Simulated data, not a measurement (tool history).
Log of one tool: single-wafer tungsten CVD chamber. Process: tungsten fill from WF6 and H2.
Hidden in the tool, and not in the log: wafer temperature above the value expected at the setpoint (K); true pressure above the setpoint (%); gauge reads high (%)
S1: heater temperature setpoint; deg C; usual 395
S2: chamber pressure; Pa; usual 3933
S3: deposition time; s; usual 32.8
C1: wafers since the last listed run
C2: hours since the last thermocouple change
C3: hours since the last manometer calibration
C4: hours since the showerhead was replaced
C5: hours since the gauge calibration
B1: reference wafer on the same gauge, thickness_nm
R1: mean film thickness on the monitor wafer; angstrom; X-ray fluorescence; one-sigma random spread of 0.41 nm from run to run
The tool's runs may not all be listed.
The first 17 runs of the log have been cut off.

run 18 day=39.321 | S1=395 S2=3933 S3=32.8 | C1=819 C2=378.7 C3=206.9 C4=305.6 C5=868.4 | B1=83.856 | R1=823.75
run 19 day=40.567 | S1=399 S2=3933 S3=38.8 | C1=934 C2=408.6 C3=236.8 C4=335.5 C5=898.3 | B1=83.887 | R1=1048.97
run 20 day=42.808 | S1=406 S2=4360 S3=26.6 | C1=1681 C2=462.4 C3=290.6 C4=389.3 C5=952.1 | B1=83.775 | R1=873.76
run 21 day=45.562 | S1=406 S2=4360 S3=26.6 | C1=2066 C2=528.5 C3=356.7 C4=455.4 C5=1018.2 | B1=83.711 | R1=863.82
run 22 day=47.933 | S1=386 S2=4453 S3=32.8 | C1=1778 C2=585.4 C3=413.6 C4=512.3 C5=1075.1 | B1=83.787 | R1=756.79
-- day=49.454 gauge calibrated
run 23 day=50.779 | S1=395 S2=3933 S3=32.8 | C1=2135 C2=653.7 C3=481.9 C4=580.6 C5=31.8 | B1=83.841 | R1=823.26
run 24 day=52.971 | S1=405 S2=3933 S3=30.0 | C1=1644 C2=706.3 C3=534.5 C4=633.2 C5=84.4 | B1=83.817 | R1=902.65
run 25 day=55.325 | S1=405 S2=4280 S3=35.1 | C1=1766 C2=762.8 C3=591.0 C4=689.7 C5=140.9 | B1=83.817 | R1=1121.99
run 26 day=57.388 | S1=395 S2=3226 S3=30.4 | C1=1547 C2=812.3 C3=640.5 C4=739.2 C5=190.4 | B1=83.816 | R1=670.10
run 27 day=59.279 | S1=385 S2=2973 S3=32.8 | C1=1419 C2=857.7 C3=685.9 C4=784.6 C5=235.8 | B1=83.794 | R1=557.55
run 28 day=60.854 | S1=395 S2=3933 S3=29.2 | C1=1181 C2=895.5 C3=723.7 C4=822.4 C5=273.6 | B1=83.762 | R1=741.71
run 29 day=62.600 | S1=390 S2=4186 S3=32.8 | C1=1309 C2=937.4 C3=765.6 C4=864.3 C5=315.5 | B1=83.863 | R1=786.19
run 30 day=64.850 | S1=395 S2=3933 S3=30.9 | C1=1688 C2=991.4 C3=819.6 C4=918.3 C5=369.5 | B1=83.699 | R1=777.81

What if the next run were any one of these 5? Each begins from the tool's condition after run 30:
run A day=64.867 | S1=395 S2=3120 S3=32.8 | C1=12 C2=991.8 C3=820.0 C4=918.7 C5=369.9 | B1=? | R1=?
run B day=64.867 | S1=389 S2=3933 S3=32.8 | C1=12 C2=991.8 C3=820.0 C4=918.7 C5=369.9 | B1=? | R1=?
run C day=64.867 | S1=400 S2=4453 S3=26.3 | C1=12 C2=991.8 C3=820.0 C4=918.7 C5=369.9 | B1=? | R1=?
run D day=64.867 | S1=395 S2=3040 S3=30.4 | C1=12 C2=991.8 C3=820.0 C4=918.7 C5=369.9 | B1=? | R1=?
run E day=64.867 | S1=405 S2=3586 S3=28.3 | C1=12 C2=991.8 C3=820.0 C4=918.7 C5=369.9 | B1=? | R1=?

run=A B1=83.725 R1=698.09
run=B B1=83.725 R1=733.63
run=C B1=83.725 R1=777.63
run=D B1=83.725 R1=634.51
run=E B1=83.725 R1=792.74
With the hidden condition removed and each run's random variation left untouched, the same runs would have given:
run=A R1=698.09
run=B R1=733.63
run=C R1=777.63
run=D R1=634.51
run=E R1=792.74

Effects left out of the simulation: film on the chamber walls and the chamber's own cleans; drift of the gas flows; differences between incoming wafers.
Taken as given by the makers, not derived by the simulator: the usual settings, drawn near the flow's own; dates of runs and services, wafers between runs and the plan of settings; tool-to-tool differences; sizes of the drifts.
